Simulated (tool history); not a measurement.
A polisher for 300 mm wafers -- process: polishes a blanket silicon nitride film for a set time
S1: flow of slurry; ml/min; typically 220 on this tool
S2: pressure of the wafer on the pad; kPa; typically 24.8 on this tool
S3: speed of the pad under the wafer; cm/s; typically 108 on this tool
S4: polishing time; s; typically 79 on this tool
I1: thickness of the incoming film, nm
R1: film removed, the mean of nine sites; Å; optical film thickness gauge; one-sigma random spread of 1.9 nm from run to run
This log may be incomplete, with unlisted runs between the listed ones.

run,hour,S1,S2,S3,S4,I1,R1
1,0,220,24.8,108,79,868.7,1416
2,12.1,220,24.8,108,79,850.3,1595
3,22.5,220,24.8,108,79,854.7,1555
4,39.5,220,22.8,108,79,848.8,1391
5,74.3,220,22.8,108,79,864.7,1396
6,81.6,220,24.8,118,95,859.9,1930
7,91.2,220,24.8,108,79,871.4,1509
8,98.3,220,29,88,79,856.9,1458
9,104.3,220,29,88,79,860.6,1481
10,146.6,220,27.6,108,91,860.8,1953
11,155.2,220,33.8,128,55,849.6,1684
12,171.2,195,24.8,108,68,856.6,1297
13,191,280,28.3,146,91,860.2,2638
14,201.6,195,24.8,108,102,846.2,2012
15,218.8,220,24.8,108,95,869.1,1859
16,232.9,220,24.8,92,79,861.4,1334
17,242,170,27.6,146,96,856.2,2455
18,255.7,220,24.8,108,79,849.2,1401
19,273.7,220,24.8,108,79,847.6,1574

Withheld: 7 entries from between the runs. Position of each, and hidden state at the listed run before versus the listed run after:
In the gap between runs 1 and 2: worn pad replaced by a new one (hour 0.7)
  removal rate lost through wear of the pad, %: 9.48 -> 0.418
  measured minus no-state result, R1: -149 -> -7 Å
In the gap between runs 4 and 5: worn pad replaced by a new one (hour 58.5)
  removal rate lost through wear of the pad, %: 3.55 -> 3.13
  measured minus no-state result, R1: -51 -> -45 Å
In the gap between runs 9 and 10: slurry nozzle cleaned (hour 122.2); worn pad replaced by a new one (hour 131)
  removal rate lost through wear of the pad, %: 7.34 -> 1.02
  measured minus no-state result, R1: -117 -> -20 Å
In the gap between runs 10 and 11: head pressure recalibrated (hour 149.7)
  removal rate lost through wear of the pad, %: 1.02 -> 1.8
  measured minus no-state result, R1: -20 -> -31 Å
In the gap between runs 12 and 13: worn pad replaced by a new one (hour 190.5)
  removal rate lost through wear of the pad, %: 4.16 -> 0.968
  measured minus no-state result, R1: -57 -> -26 Å
In the gap between runs 18 and 19: worn pad replaced by a new one (hour 259.9)
  removal rate lost through wear of the pad, %: 10.7 -> 1.28
  measured minus no-state result, R1: -168 -> -20 Å
